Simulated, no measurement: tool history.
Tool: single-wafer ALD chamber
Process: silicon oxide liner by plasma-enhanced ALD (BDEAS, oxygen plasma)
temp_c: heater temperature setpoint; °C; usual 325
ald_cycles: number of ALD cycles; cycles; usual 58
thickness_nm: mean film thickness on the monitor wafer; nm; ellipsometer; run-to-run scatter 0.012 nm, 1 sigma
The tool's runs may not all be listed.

run	hour	temp_c	ald_cycles	wafers since the last listed run	hours since the last thermocouple change	hours since the gauge calibration	read-back reference wafer on the same gauge, thickness_nm	thickness_nm
1	0	325	58	0	1193.9	212.9	4.287	4.788
2	13.9	325	58	95	1207.8	226.8	4.287	4.757
3	25.5	325	58	79	1219.4	238.4	4.29	4.777
4	42.8	325	58	118	1236.7	255.7	4.291	4.797
5	49	325	58	42	1242.9	261.9	4.294	4.785
6	59.8	325	58	73	1253.7	272.7	4.295	4.801
7	69.2	325	58	64	1263.1	282.1	4.298	4.792
8	82.1	325	58	88	1276	295	4.299	4.809
9	92.1	325	53	68	1286	305	4.301	4.374
10	98.5	325	58	43	1292.4	311.4	4.302	4.801
# hour 107.2: gauge calibrated
11	135.8	329	58	255	1329.7	28.6	4.242	4.683
12	145.1	329	58	63	1339	37.9	4.242	4.721
13	153.1	333	58	54	1347	45.9	4.244	4.667
# hour 170.7: thermocouple changed; heater temperature recalibrated
14	171.2	333	58	69	0.5	64	4.247	4.673
15	180.4	321	63	62	9.7	73.2	4.248	5.179
16	188.9	321	63	58	18.2	81.7	4.25	5.193
17	210.8	333	51	149	40.1	103.6	4.254	4.127
18	220.5	325	58	66	49.8	113.3	4.258	4.763
19	230	317	65	65	59.3	122.8	4.258	5.419
20	237.7	338	52	52	67	130.5	4.259	4.171
21	255.4	325	58	121	84.7	148.2	4.263	4.762
22	290.2	339	49	238	119.5	183	4.269	3.923
23	299.1	313	47	60	128.4	191.9	4.27	3.932
24	311.1	325	49	82	140.4	203.9	4.272	4.025
25	324.9	325	58	94	154.2	217.7	4.273	4.773
26	340.9	333	68	109	170.2	233.7	4.278	5.539
# hour 353.2: gauge calibrated
27	357.5	321	54	113	186.8	4.3	4.243	4.443
28	367.9	329	64	71	197.2	14.7	4.243	5.213
29	380.7	314	62	87	210	27.5	4.245	5.185
30	397	325	58	111	226.3	43.8	4.248	4.755
31	412.8	321	51	108	242.1	59.6	4.252	4.199
32	429.4	325	58	113	258.7	76.2	4.254	4.763
33	444.8	338	46	105	274.1	91.6	4.257	3.682
34	451	320	46	42	280.3	97.8	4.256	3.786
35	460.9	325	58	67	290.2	107.7	4.259	4.765

Forecast each of these 3 alternatives for the next run:
A	461.4	325	58	3	290.7	108.2	?	?
B	461.4	332	58	3	290.7	108.2	?	?
C	461.4	338	66	3	290.7	108.2	?	?

run	read-back reference wafer on the same gauge, thickness_nm	thickness_nm
A	4.258	4.761
B	4.258	4.706
C	4.258	5.301
The same runs, with their run-to-run variation unchanged, on a tool lacking any hidden condition would have given:
run	thickness_nm
A	4.74
B	4.685
C	5.278

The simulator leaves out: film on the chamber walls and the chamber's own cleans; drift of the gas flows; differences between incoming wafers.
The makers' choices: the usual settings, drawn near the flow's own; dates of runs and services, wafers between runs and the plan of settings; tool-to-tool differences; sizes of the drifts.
